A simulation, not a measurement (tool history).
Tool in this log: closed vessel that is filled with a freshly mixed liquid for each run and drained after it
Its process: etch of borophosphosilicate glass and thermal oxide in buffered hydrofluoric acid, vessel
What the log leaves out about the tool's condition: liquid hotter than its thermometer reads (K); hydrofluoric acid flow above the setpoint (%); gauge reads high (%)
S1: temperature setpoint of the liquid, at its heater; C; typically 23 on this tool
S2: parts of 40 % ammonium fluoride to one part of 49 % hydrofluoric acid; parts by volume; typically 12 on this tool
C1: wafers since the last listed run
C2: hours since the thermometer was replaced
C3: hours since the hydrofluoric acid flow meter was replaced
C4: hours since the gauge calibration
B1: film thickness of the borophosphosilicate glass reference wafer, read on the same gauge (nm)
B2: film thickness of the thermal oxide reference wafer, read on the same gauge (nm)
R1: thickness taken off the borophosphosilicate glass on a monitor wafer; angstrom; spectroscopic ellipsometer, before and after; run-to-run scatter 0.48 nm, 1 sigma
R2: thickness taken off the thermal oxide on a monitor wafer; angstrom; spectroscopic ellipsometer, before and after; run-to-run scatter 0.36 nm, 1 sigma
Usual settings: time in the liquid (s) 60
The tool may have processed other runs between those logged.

{"run": 1, "hour": 0.0, "S1": 23, "S2": 9, "time in the liquid (s)": 60, "C1": 0, "C2": 2009, "C3": 1984.1, "C4": 1057.5, "B1": 122.28, "B2": 61.11, "R1": 1211, "R2": 726.8}
{"run": 2, "hour": 40.6, "S1": 23, "S2": 9, "time in the liquid (s)": 60, "C1": 4893, "C2": 2049.6, "C3": 2024.7, "C4": 1098.1, "B1": 122.28, "B2": 61.15, "R1": 1196.6, "R2": 724.4}
{"run": 3, "hour": 224.2, "S1": 23, "S2": 12, "time in the liquid (s)": 60, "C1": 22131, "C2": 2233.2, "C3": 2208.3, "C4": 1281.7, "B1": 122.39, "B2": 61.19, "R1": 948.2, "R2": 570.8}
{"run": 4, "hour": 273.5, "S1": 23, "S2": 12, "time in the liquid (s)": 60, "C1": 5942, "C2": 2282.5, "C3": 2257.6, "C4": 1331, "B1": 122.37, "B2": 61.2, "R1": 943, "R2": 566.9}
{"run": 5, "hour": 342.8, "S1": 23, "S2": 12, "time in the liquid (s)": 60, "C1": 8353, "C2": 2351.8, "C3": 2326.9, "C4": 1400.3, "B1": 122.43, "B2": 61.2, "R1": 947.4, "R2": 566.2}
{"hour": 369.1, "done": "gauge calibrated"}
{"run": 6, "hour": 388.5, "S1": 23, "S2": 15.5, "time in the liquid (s)": 60, "C1": 5508, "C2": 2397.5, "C3": 2372.6, "C4": 19.4, "B1": 120.19, "B2": 60.05, "R1": 715.9, "R2": 436.8}
{"run": 7, "hour": 456.3, "S1": 23, "S2": 12, "time in the liquid (s)": 60, "C1": 8172, "C2": 2465.3, "C3": 2440.4, "C4": 87.2, "B1": 120.46, "B2": 60.23, "R1": 925.8, "R2": 562.9}
{"run": 8, "hour": 483.3, "S1": 23, "S2": 12, "time in the liquid (s)": 60, "C1": 3254, "C2": 2492.3, "C3": 2467.4, "C4": 114.2, "B1": 120.57, "B2": 60.29, "R1": 922.9, "R2": 561.7}
{"run": 9, "hour": 523.8, "S1": 23, "S2": 12, "time in the liquid (s)": 60, "C1": 4881, "C2": 2532.8, "C3": 2507.9, "C4": 154.7, "B1": 120.72, "B2": 60.37, "R1": 931.7, "R2": 561.7}
{"run": 10, "hour": 548.3, "S1": 23, "S2": 15, "time in the liquid (s)": 40, "C1": 2953, "C2": 2557.3, "C3": 2532.4, "C4": 179.2, "B1": 120.82, "B2": 60.41, "R1": 498.7, "R2": 300.4}
{"run": 11, "hour": 577.1, "S1": 23, "S2": 15, "time in the liquid (s)": 40, "C1": 3471, "C2": 2586.1, "C3": 2561.2, "C4": 208, "B1": 120.98, "B2": 60.47, "R1": 499.4, "R2": 296.5}
{"hour": 632.0, "done": "hydrofluoric acid flow meter replaced"}
{"run": 12, "hour": 633.5, "S1": 23, "S2": 12, "time in the liquid (s)": 60, "C1": 6677, "C2": 2642.5, "C3": 1.5, "C4": 264.4, "B1": 121.15, "B2": 60.57, "R1": 933.5, "R2": 568.5}
{"hour": 655.0, "done": "thermometer replaced"}
{"run": 13, "hour": 686.2, "S1": 23, "S2": 12, "time in the liquid (s)": 60, "C1": 6231, "C2": 31.2, "C3": 54.2, "C4": 317.1, "B1": 121.32, "B2": 60.63, "R1": 932.9, "R2": 555.4}
{"run": 14, "hour": 713.3, "S1": 27.5, "S2": 8, "time in the liquid (s)": 80, "C1": 3266, "C2": 58.3, "C3": 81.3, "C4": 344.2, "B1": 121.35, "B2": 60.7, "R1": 2318.4, "R2": 1406}
{"run": 15, "hour": 765.7, "S1": 23, "S2": 12, "time in the liquid (s)": 60, "C1": 6316, "C2": 110.7, "C3": 133.7, "C4": 396.6, "B1": 121.53, "B2": 60.74, "R1": 931.1, "R2": 564}
{"run": 16, "hour": 851.8, "S1": 23, "S2": 12, "time in the liquid (s)": 60, "C1": 10378, "C2": 196.8, "C3": 219.8, "C4": 482.7, "B1": 121.66, "B2": 60.85, "R1": 932.2, "R2": 570.1}

Estimate the outcome of run 17 from the log above:
{"run": 17, "hour": 902.4, "S1": 18.5, "S2": 15.5, "time in the liquid (s)": 35, "C1": 6099, "C2": 247.4, "C3": 270.4, "C4": 533.3, "B1": "?", "B2": "?", "R1": "?", "R2": "?"}

{"run 17": {"B1": 121.84, "B2": 60.92, "R1": 331.8, "R2": 199.5}}
With the hidden condition absent and the run-to-run variation left alone, this run would have shown R1 326.8 angstrom, R2 196.6 angstrom.
